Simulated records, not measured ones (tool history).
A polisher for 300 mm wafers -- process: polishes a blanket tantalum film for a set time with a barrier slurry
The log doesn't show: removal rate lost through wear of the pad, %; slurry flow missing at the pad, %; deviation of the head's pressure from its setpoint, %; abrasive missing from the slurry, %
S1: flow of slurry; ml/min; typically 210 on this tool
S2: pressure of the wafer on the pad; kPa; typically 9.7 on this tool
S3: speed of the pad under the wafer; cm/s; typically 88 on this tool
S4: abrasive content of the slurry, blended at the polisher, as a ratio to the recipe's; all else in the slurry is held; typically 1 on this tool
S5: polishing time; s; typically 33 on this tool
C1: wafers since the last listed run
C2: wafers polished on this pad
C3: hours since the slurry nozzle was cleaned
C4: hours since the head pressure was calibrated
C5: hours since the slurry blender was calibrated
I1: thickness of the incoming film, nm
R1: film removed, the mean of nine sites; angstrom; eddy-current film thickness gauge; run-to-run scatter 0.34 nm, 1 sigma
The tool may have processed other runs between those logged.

| run | hour | S1 | S2 | S3 | S4 | S5 | C1 | C2 | C3 | C4 | C5 | I1 | R1 |
|---|---|---|---|---|---|---|---|---|---|---|---|---|---|
| 1 | 0 | 210 | 9.7 | 88 | 1.1 | 33 | 0 | 1003 | 665 | 325.5 | 143.3 | 313.6 | 398 |
|  | 81.9 | head pressure recalibrated |
| 2 | 95.1 | 210 | 9.7 | 88 | 1.1 | 33 | 1032 | 2036 | 760.1 | 13.2 | 238.4 | 319.7 | 386 |
| 3 | 140.6 | 210 | 9.7 | 88 | 1.1 | 33 | 504 | 2541 | 805.6 | 58.7 | 283.9 | 326.2 | 390 |
|  | 142 | slurry nozzle cleaned |
|  | 153.7 | worn pad replaced by a new one |
| 4 | 202.5 | 210 | 9.7 | 88 | 1 | 33 | 631 | 541 | 60.5 | 120.6 | 345.8 | 324.6 | 372 |
|  | 221 | slurry blender recalibrated |
| 5 | 294.4 | 210 | 9.7 | 88 | 1 | 33 | 997 | 1538 | 152.4 | 212.5 | 73.4 | 319 | 392 |
| 6 | 393.1 | 225 | 9.7 | 88 | 1 | 33 | 1094 | 2633 | 251.1 | 311.2 | 172.1 | 326.6 | 386 |
|  | 454.1 | worn pad replaced by a new one |
| 7 | 488.1 | 210 | 9.7 | 88 | 1 | 28 | 1009 | 377 | 346.1 | 406.2 | 267.1 | 314 | 318 |
|  | 534.2 | head pressure recalibrated |
|  | 555.7 | slurry blender recalibrated |
| 8 | 580.4 | 210 | 9.7 | 88 | 1 | 30 | 979 | 1357 | 438.4 | 46.2 | 24.7 | 322.5 | 361 |
| 9 | 621.2 | 210 | 9.7 | 88 | 1 | 33 | 452 | 1809 | 479.2 | 87 | 65.5 | 318.6 | 392 |
|  | 697.5 | worn pad replaced by a new one |
| 10 | 706.9 | 155 | 9.7 | 66 | 1.2 | 33 | 906 | 104 | 564.9 | 172.7 | 151.2 | 318 | 293 |
| 11 | 792.8 | 275 | 9.7 | 68 | 1 | 33 | 952 | 1057 | 650.8 | 258.6 | 237.1 | 323.3 | 296 |
|  | 846.2 | slurry nozzle cleaned |
|  | 858.6 | slurry blender recalibrated |
| 12 | 866.1 | 210 | 9.7 | 108 | 1 | 33 | 779 | 1837 | 19.9 | 331.9 | 7.5 | 319.1 | 490 |
|  | 935.1 | head pressure recalibrated |
|  | 983 | worn pad replaced by a new one |
| 13 | 1155 | 210 | 9.7 | 110 | 1 | 33 | 3138 | 1908 | 308.8 | 219.9 | 296.4 | 317.9 | 476 |
|  | 1165.4 | slurry blender recalibrated |
| 14 | 1251.7 | 210 | 7.6 | 96 | 1 | 33 | 1050 | 2958 | 405.5 | 316.6 | 86.3 | 316.8 | 360 |
|  | 1273.6 | worn pad replaced by a new one |
|  | 1302.2 | head pressure recalibrated |
| 15 | 1319.7 | 210 | 12.4 | 88 | 1 | 33 | 687 | 489 | 473.5 | 17.5 | 154.3 | 322.4 | 473 |

What does the tool deliver on the next run?
| 16 | 1373.4 | 250 | 9.7 | 88 | 1 | 33 | 595 | 1085 | 527.2 | 71.2 | 208 | 315.9 | ? |

Run 16 yielded R1 398 angstrom.
On a tool with no hidden condition, and with the same random variation, this run would have come out at R1 417 angstrom.
